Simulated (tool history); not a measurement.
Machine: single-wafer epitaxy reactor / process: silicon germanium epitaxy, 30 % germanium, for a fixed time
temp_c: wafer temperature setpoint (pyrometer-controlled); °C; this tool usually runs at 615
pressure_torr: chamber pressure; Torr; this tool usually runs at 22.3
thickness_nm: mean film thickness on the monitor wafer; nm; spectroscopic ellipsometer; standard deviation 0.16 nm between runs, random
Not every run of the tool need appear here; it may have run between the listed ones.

run,hour,temp_c,pressure_torr,"read-back reference wafer on the same gauge, thickness_nm",thickness_nm
1,0.0,615,22.3,69.505,79.592
2,41.8,606,19.3,69.463,65.218
3,344.3,606,19.3,69.478,66.641
4,385.0,606,19.3,69.533,66.904
5,451.2,615,22.3,69.421,80.945
6,550.4,615,22.3,69.501,81.139
7,656.0,615,22.3,69.481,79.189
8,753.3,615,22.3,69.473,79.382
9,801.7,615,22.3,69.470,79.469
10,901.3,615,22.3,69.555,79.404
11,990.3,615,22.3,69.506,79.361
12,1054.9,615,22.3,69.484,79.199
13,1152.8,615,22.3,69.469,79.357
14,1200.6,615,17.1,69.492,72.324
15,1265.8,622,26.6,69.504,94.322
16,1337.5,615,22.3,69.491,79.577
17,1393.8,615,22.3,69.555,79.276
18,1470.4,615,22.3,69.540,79.490
19,1547.8,608,17.7,69.478,65.845
20,1626.0,608,17.7,69.527,65.779
21,1713.1,609,22.3,69.533,71.463
22,1742.0,624,17.4,69.497,82.566
23,1843.4,615,22.3,69.566,80.104
24,1908.1,615,25.2,69.487,83.715
25,1947.1,615,22.3,69.492,80.273
26,1997.6,629,16.7,69.498,89.664
27,2076.6,623,22.3,69.533,90.894
28,2145.1,606,18.0,69.479,64.823
29,2240.8,610,17.9,69.525,68.760
30,2306.1,626,22.3,69.508,95.008
31,2390.0,607,18.1,69.477,65.838
32,2443.4,630,22.3,69.511,101.110
33,2535.0,615,22.3,69.472,80.327
34,2635.6,624,22.3,69.471,92.187

Removed from this log: 6 entries logged between the listed runs. Between which two listed runs does each belong, and how does the tool's hidden state at the listed run before it compare with that at the listed run after it?
In the gap between runs 2 and 3: pyrometer calibrated (hour 174.0)
  wafer temperature above the value expected at the setpoint (K): -1.34 -> -0.206; true pressure above the setpoint (%): 2.84 -> 4.31
  the result without the hidden state subtracted from the measured one, thickness_nm: -0.738 -> +0.781 nm
In the gap between runs 6 and 7: capacitance manometer re-zeroed and calibrated (hour 643.3)
  wafer temperature above the value expected at the setpoint (K): -0.408 -> -0.511; true pressure above the setpoint (%): 5.3 -> -0.508
  the result without the hidden state subtracted from the measured one, thickness_nm: +0.976 -> -0.777 nm
In the gap between runs 10 and 11: showerhead replaced (hour 961.0)
  wafer temperature above the value expected at the setpoint (K): -0.752 -> -0.839; true pressure above the setpoint (%): 0.679 -> 1.11
  the result without the hidden state subtracted from the measured one, thickness_nm: -0.740 -> -0.726 nm
In the gap between runs 20 and 21: capacitance manometer re-zeroed and calibrated (hour 1712.6)
  wafer temperature above the value expected at the setpoint (K): -1.46 -> -1.55; true pressure above the setpoint (%): 4.19 -> 0.776
  the result without the hidden state subtracted from the measured one, thickness_nm: -0.557 -> -1.561 nm
In the gap between runs 22 and 23: pyrometer calibrated (hour 1801.3)
  wafer temperature above the value expected at the setpoint (K): -1.58 -> -0.286; true pressure above the setpoint (%): 0.916 -> 1.41
  the result without the hidden state subtracted from the measured one, thickness_nm: -1.738 -> +0.042 nm
In the gap between runs 23 and 24: gauge calibrated (hour 1893.9)
  wafer temperature above the value expected at the setpoint (K): -0.286 -> -0.349; true pressure above the setpoint (%): 1.41 -> 1.72
  the result without the hidden state subtracted from the measured one, thickness_nm: +0.042 -> +0.054 nm

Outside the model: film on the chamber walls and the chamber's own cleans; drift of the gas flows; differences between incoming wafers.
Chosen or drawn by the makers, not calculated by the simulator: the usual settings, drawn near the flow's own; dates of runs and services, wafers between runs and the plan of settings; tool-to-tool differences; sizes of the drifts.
